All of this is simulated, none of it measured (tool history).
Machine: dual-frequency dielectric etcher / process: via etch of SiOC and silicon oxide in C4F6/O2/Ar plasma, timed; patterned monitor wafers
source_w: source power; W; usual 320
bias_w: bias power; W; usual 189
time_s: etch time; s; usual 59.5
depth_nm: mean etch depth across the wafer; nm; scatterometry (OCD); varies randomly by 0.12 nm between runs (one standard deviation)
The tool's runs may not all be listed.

run,hour,source_w,bias_w,time_s,wafers since the last listed run,hours since the last wet clean,hours since the last source power generator calibration,hours since the last bias power generator calibration,hours since the last upper electrode change,hours since the gauge calibration,"read-back reference wafer on the same gauge, depth_nm",depth_nm
1,0.0,320,189,59.5,0,217.8,3633.5,2284.9,2217.8,37.6,68.6,59.8
2,102.8,320,189,59.5,1561,320.6,3736.3,2387.7,2320.6,140.4,68.6,59.8
3,166.9,320,189,59.5,973,384.7,3800.4,2451.8,2384.7,204.5,68.6,60.0
4,217.1,320,189,59.5,762,434.9,3850.6,2502.0,2434.9,254.7,68.6,59.8
5,277.6,320,189,59.5,919,495.4,3911.1,2562.5,2495.4,315.2,68.6,59.8
6,327.7,320,222,59.5,761,545.5,3961.2,2612.6,2545.5,365.3,68.6,64.0
# hour 394.1: wet clean of the chamber
7,431.5,320,222,59.5,1212,37.4,4065.0,2716.4,2649.3,469.1,68.6,64.1
8,487.1,320,189,59.5,844,93.0,4120.6,2772.0,2704.9,524.7,68.6,59.8
9,554.8,320,189,59.5,1028,160.7,4188.3,2839.7,2772.6,592.4,68.6,60.2
10,629.4,320,189,59.5,1133,235.3,4262.9,2914.3,2847.2,667.0,68.6,60.2
11,681.0,320,205,59.5,783,286.9,4314.5,2965.9,2898.8,718.6,68.6,61.9
12,767.2,320,189,59.5,1309,373.1,4400.7,3052.1,2985.0,804.8,68.6,60.0
# hour 800.2: bias power generator calibrated
13,839.2,320,189,59.5,1032,445.1,4472.7,39.0,3057.0,876.8,68.6,58.9
14,986.8,380,216,53.5,2242,592.7,4620.3,186.6,3204.6,1024.4,68.6,60.5
# hour 1016.9: wet clean of the chamber
15,1047.0,320,189,59.5,549,30.1,4680.5,246.8,3264.8,1084.6,68.6,59.2
# hour 1084.9: upper electrode replaced
# hour 1124.5: source power generator calibrated
16,1139.5,270,223,68.0,979,122.6,15.0,339.3,54.6,1177.1,68.6,66.1
17,1179.8,250,214,59.5,612,162.9,55.3,379.6,94.9,1217.4,68.6,55.1
18,1219.9,380,216,53.5,609,203.0,95.4,419.7,135.0,1257.5,68.6,59.6
19,1296.1,320,189,77.5,1157,279.2,171.6,495.9,211.2,1333.7,68.6,76.1
# hour 1315.2: gauge calibrated
20,1389.3,320,189,59.5,1415,372.4,264.8,589.1,304.4,74.1,68.6,58.4
21,1451.3,320,149,59.5,941,434.4,326.8,651.1,366.4,136.1,68.6,52.9
22,1540.7,390,224,64.5,1358,523.8,416.2,740.5,455.8,225.5,68.6,74.2
# hour 1585.9: wet clean of the chamber
23,1603.7,380,216,53.5,592,17.8,479.2,803.5,518.8,288.5,68.6,59.9
24,1669.4,320,189,74.0,998,83.5,544.9,869.2,584.5,354.2,68.6,72.8
25,1748.1,320,189,59.5,1195,162.2,623.6,947.9,663.2,432.9,68.6,58.7
26,1800.0,320,189,50.0,788,214.1,675.5,999.8,715.1,484.8,68.6,49.2

Below are 4 alternative next runs, each starting from the tool's condition after run 26. Predict each:
A,1800.4,320,189,59.5,6,214.5,675.9,1000.2,715.5,485.2,?,?
B,1800.4,280,160,44.5,6,214.5,675.9,1000.2,715.5,485.2,?,?
C,1800.4,350,189,59.5,6,214.5,675.9,1000.2,715.5,485.2,?,?
D,1800.4,270,231,59.5,6,214.5,675.9,1000.2,715.5,485.2,?,?

run,"read-back reference wafer on the same gauge, depth_nm",depth_nm
A,68.6,58.6
B,68.6,38.5
C,68.6,60.9
D,68.6,59.1
Take away the tool's hidden state, keep each run's random variation, and the runs would have read:
run,depth_nm
A,57.8
B,38.0
C,60.1
D,58.3

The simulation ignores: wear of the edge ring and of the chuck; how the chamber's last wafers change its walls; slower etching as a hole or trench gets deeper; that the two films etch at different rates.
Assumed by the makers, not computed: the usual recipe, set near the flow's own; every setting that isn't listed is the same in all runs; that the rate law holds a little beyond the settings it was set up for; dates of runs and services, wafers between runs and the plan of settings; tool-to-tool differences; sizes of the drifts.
